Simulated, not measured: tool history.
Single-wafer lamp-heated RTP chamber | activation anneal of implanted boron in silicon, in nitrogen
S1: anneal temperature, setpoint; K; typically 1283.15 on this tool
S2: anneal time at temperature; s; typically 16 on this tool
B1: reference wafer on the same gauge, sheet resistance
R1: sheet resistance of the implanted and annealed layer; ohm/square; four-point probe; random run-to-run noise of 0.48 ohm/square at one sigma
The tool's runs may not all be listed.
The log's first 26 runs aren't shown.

run 27 day=66.183 | S1=1293.15 S2=18 | B1=87.97 | R1=91.66
run 28 day=68.888 | S1=1271.15 S2=11 | B1=87.92 | R1=96.69
run 29 day=71.154 | S1=1275.15 S2=16 | B1=87.82 | R1=95.15
run 30 day=73.425 | S1=1283.15 S2=16 | B1=88.04 | R1=92.25
run 31 day=74.667 | S1=1283.15 S2=16 | B1=87.98 | R1=92.13
run 32 day=77.517 | S1=1298.15 S2=9 | B1=87.79 | R1=90.39
run 33 day=78.575 | S1=1283.15 S2=16 | B1=87.99 | R1=92.25
run 34 day=80.954 | S1=1271.15 S2=13 | B1=88.10 | R1=95.84
-- day=83.183 reflector plate cleaned
run 35 day=83.238 | S1=1310.15 S2=24 | B1=87.73 | R1=88.04

What if the next run were any one of these 5? Each begins from the tool's condition after run 35:
run A day=83.254 | S1=1283.15 S2=16 | B1=? | R1=?
run B day=83.254 | S1=1297.15 S2=12 | B1=? | R1=?
run C day=83.254 | S1=1254.15 S2=8 | B1=? | R1=?
run D day=83.254 | S1=1298.15 S2=21 | B1=? | R1=?
run E day=83.254 | S1=1308.15 S2=16 | B1=? | R1=?

run=A B1=87.77 R1=93.09
run=B B1=87.77 R1=91.47
run=C B1=87.77 R1=104.71
run=D B1=87.77 R1=90.44
run=E B1=87.77 R1=89.81
With the hidden condition removed and each run's random variation left untouched, the same runs would have given:
run=A R1=95.67
run=B R1=93.40
run=C R1=113.42
run=D R1=92.04
run=E R1=91.16
